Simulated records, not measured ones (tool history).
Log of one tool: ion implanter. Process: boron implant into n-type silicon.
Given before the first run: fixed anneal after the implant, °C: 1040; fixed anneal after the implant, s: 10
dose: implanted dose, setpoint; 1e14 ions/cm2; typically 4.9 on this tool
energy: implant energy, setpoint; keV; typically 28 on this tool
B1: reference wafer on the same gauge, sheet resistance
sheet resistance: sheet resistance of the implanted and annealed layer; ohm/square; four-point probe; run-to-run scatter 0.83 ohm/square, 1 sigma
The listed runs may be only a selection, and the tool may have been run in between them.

run 1 hour=0 | dose=3.88 energy=28 | B1=214.89 | sheet_resistance=261.91
run 2 hour=55 | dose=3.88 energy=28 | B1=214.85 | sheet_resistance=262.12
run 3 hour=125.3 | dose=3.88 energy=28 | B1=215.15 | sheet_resistance=259.4
run 4 hour=191.1 | dose=4.9 energy=28 | B1=215.05 | sheet_resistance=216.53
run 5 hour=217.4 | dose=4.9 energy=28 | B1=214.87 | sheet_resistance=215.94
run 6 hour=255.3 | dose=4.9 energy=28 | B1=215.15 | sheet_resistance=214.63
run 7 hour=323.4 | dose=4.9 energy=28 | B1=215 | sheet_resistance=215.33
run 8 hour=384.5 | dose=4.9 energy=28 | B1=214.91 | sheet_resistance=216.33
run 9 hour=423 | dose=4.9 energy=28 | B1=215.01 | sheet_resistance=217.29
run 10 hour=455.4 | dose=4.9 energy=28 | B1=214.99 | sheet_resistance=216.85
run 11 hour=517.6 | dose=4.9 energy=28 | B1=214.87 | sheet_resistance=215.36
run 12 hour=541.8 | dose=5.76 energy=28 | B1=215.01 | sheet_resistance=188.22
run 13 hour=593.2 | dose=4.9 energy=28 | B1=214.94 | sheet_resistance=217.38
run 14 hour=629.2 | dose=4.9 energy=28 | B1=215.14 | sheet_resistance=215.26
run 15 hour=684.3 | dose=4.9 energy=28 | B1=215.03 | sheet_resistance=216.23
run 16 hour=826.3 | dose=4.9 energy=28 | B1=214.94 | sheet_resistance=216.21
run 17 hour=851.4 | dose=4.9 energy=28 | B1=215.13 | sheet_resistance=215.74
run 18 hour=905.4 | dose=5.24 energy=35 | B1=215.03 | sheet_resistance=199.66
run 19 hour=970.1 | dose=4.9 energy=20.5 | B1=215.09 | sheet_resistance=223.83
run 20 hour=1024.2 | dose=4.4 energy=33.5 | B1=214.94 | sheet_resistance=231.66
run 21 hour=1055 | dose=3.85 energy=19 | B1=214.94 | sheet_resistance=273.96
-- hour=1109.1 Faraday cup replaced and dose calibrated
run 22 hour=1116.6 | dose=4.9 energy=28 | B1=215.02 | sheet_resistance=216.5
run 23 hour=1151.6 | dose=3.97 energy=36 | B1=214.9 | sheet_resistance=249.99
run 24 hour=1190.5 | dose=5.74 energy=36 | B1=214.95 | sheet_resistance=183.49
run 25 hour=1221 | dose=4.9 energy=28 | B1=214.97 | sheet_resistance=216.57
run 26 hour=1262 | dose=4.9 energy=34 | B1=214.89 | sheet_resistance=209.93
-- hour=1319.2 extraction supply calibrated
run 27 hour=1331.9 | dose=4.9 energy=28 | B1=214.9 | sheet_resistance=215.4
run 28 hour=1364.7 | dose=4.32 energy=28 | B1=215.01 | sheet_resistance=239.4
run 29 hour=1416.4 | dose=6.25 energy=28 | B1=215.24 | sheet_resistance=177.01
-- hour=1456.6 gauge calibrated
run 30 hour=1605.5 | dose=5.45 energy=23 | B1=215.21 | sheet_resistance=202.11
run 31 hour=1656.1 | dose=6 energy=22 | B1=215.09 | sheet_resistance=187.14
run 32 hour=1700.2 | dose=4.9 energy=28 | B1=215.09 | sheet_resistance=214.92
run 33 hour=1725.2 | dose=5.51 energy=31 | B1=215.15 | sheet_resistance=195.12
run 34 hour=1794.3 | dose=4.9 energy=28 | B1=215.04 | sheet_resistance=216.96
run 35 hour=1861.4 | dose=3.72 energy=33.5 | B1=214.95 | sheet_resistance=265.79
run 36 hour=1893.9 | dose=4.9 energy=28 | B1=215.08 | sheet_resistance=216.38
run 37 hour=1918.3 | dose=4.9 energy=28 | B1=214.92 | sheet_resistance=214.37

Each row is a separate what-if for the run after 37, all from the same tool condition, not one after another. Results?
run A hour=1918.7 | dose=3.6 energy=28 | B1=? | sheet_resistance=?
run B hour=1918.7 | dose=6.08 energy=37.5 | B1=? | sheet_resistance=?
run C hour=1918.7 | dose=6.11 energy=18.5 | B1=? | sheet_resistance=?
run D hour=1918.7 | dose=4.07 energy=32 | B1=? | sheet_resistance=?

run=A B1=214.84 sheet_resistance=277.66
run=B B1=214.84 sheet_resistance=174.64
run=C B1=214.84 sheet_resistance=187.68
run=D B1=214.84 sheet_resistance=247.53
With no hidden state in the tool, these same runs would have given:
run=A sheet_resistance=277.66
run=B sheet_resistance=174.64
run=C sheet_resistance=187.68
run=D sheet_resistance=247.53
